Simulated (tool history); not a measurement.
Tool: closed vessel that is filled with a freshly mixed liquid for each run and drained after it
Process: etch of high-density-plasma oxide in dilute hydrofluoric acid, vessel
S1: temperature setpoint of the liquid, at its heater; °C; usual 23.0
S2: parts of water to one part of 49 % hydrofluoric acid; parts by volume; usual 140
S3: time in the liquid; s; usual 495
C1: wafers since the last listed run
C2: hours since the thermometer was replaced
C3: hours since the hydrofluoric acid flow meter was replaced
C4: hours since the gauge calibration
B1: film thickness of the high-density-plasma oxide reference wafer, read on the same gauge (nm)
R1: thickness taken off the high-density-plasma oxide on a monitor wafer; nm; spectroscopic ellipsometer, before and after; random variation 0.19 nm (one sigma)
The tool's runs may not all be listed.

run	hour	S1	S2	S3	C1	C2	C3	C4	B1	R1
1	0.0	23.0	140	495	0	2316.6	236.0	96.2	79.98	22.12
2	17.6	23.0	140	495	1681	2334.2	253.6	113.8	80.02	21.90
3	44.2	23.0	140	495	2541	2360.8	280.2	140.4	80.05	22.01
4	70.7	23.0	140	495	2531	2387.3	306.7	166.9	80.01	21.84
5	86.3	23.0	140	495	1490	2402.9	322.3	182.5	80.02	22.16
6	114.5	23.0	140	495	2694	2431.1	350.5	210.7	80.07	22.15
7	142.6	23.0	140	495	2684	2459.2	378.6	238.8	79.98	22.06
8	169.9	23.0	140	495	2608	2486.5	405.9	266.1	80.00	22.27
9	188.0	23.0	140	495	1729	2504.6	424.0	284.2	79.99	22.37
10	213.6	23.0	140	495	2445	2530.2	449.6	309.8	80.01	21.93
11	240.0	23.0	140	495	2522	2556.6	476.0	336.2	80.02	21.93
12	262.5	23.0	140	495	2149	2579.1	498.5	358.7	80.07	22.52
13	283.4	23.0	140	495	1996	2600.0	519.4	379.6	80.05	22.11
14	316.7	23.0	140	495	3181	2633.3	552.7	412.9	80.01	22.48
# hour 326.6: hydrofluoric acid flow meter replaced
15	340.4	23.0	120	370	2168	2657.0	13.8	436.6	79.99	19.12
16	353.5	23.0	140	495	1251	2670.1	26.9	449.7	80.01	21.38
17	384.4	23.0	75	575	2951	2701.0	57.8	480.6	80.01	50.21
18	408.3	19.5	80	495	2283	2724.9	81.7	504.5	79.97	35.20
19	423.9	23.0	140	495	1490	2740.5	97.3	520.1	80.03	21.24
20	452.1	26.0	185	725	2694	2768.7	125.5	548.3	80.01	25.31
21	473.1	27.0	170	650	2006	2789.7	146.5	569.3	80.03	26.16
22	501.8	23.0	140	495	2741	2818.4	175.2	598.0	79.99	22.05
# hour 506.3: gauge calibrated
23	529.1	18.5	185	675	2608	2845.7	202.5	22.8	80.01	17.95
# hour 536.0: thermometer replaced
24	563.9	21.0	180	570	3229	27.9	237.3	57.6	79.97	17.42
25	597.6	23.0	140	495	3219	61.6	271.0	91.3	80.01	22.11
26	620.9	23.0	140	495	2225	84.9	294.3	114.6	79.99	21.78

Run 27 comes next. What will it give?
27	710.8	21.5	140	495	8588	174.8	384.2	204.5	?	?

Run 27 gave B1 79.97, R1 20.91 nm.
Without the tool's hidden state the same run would have given R1 19.90 nm.
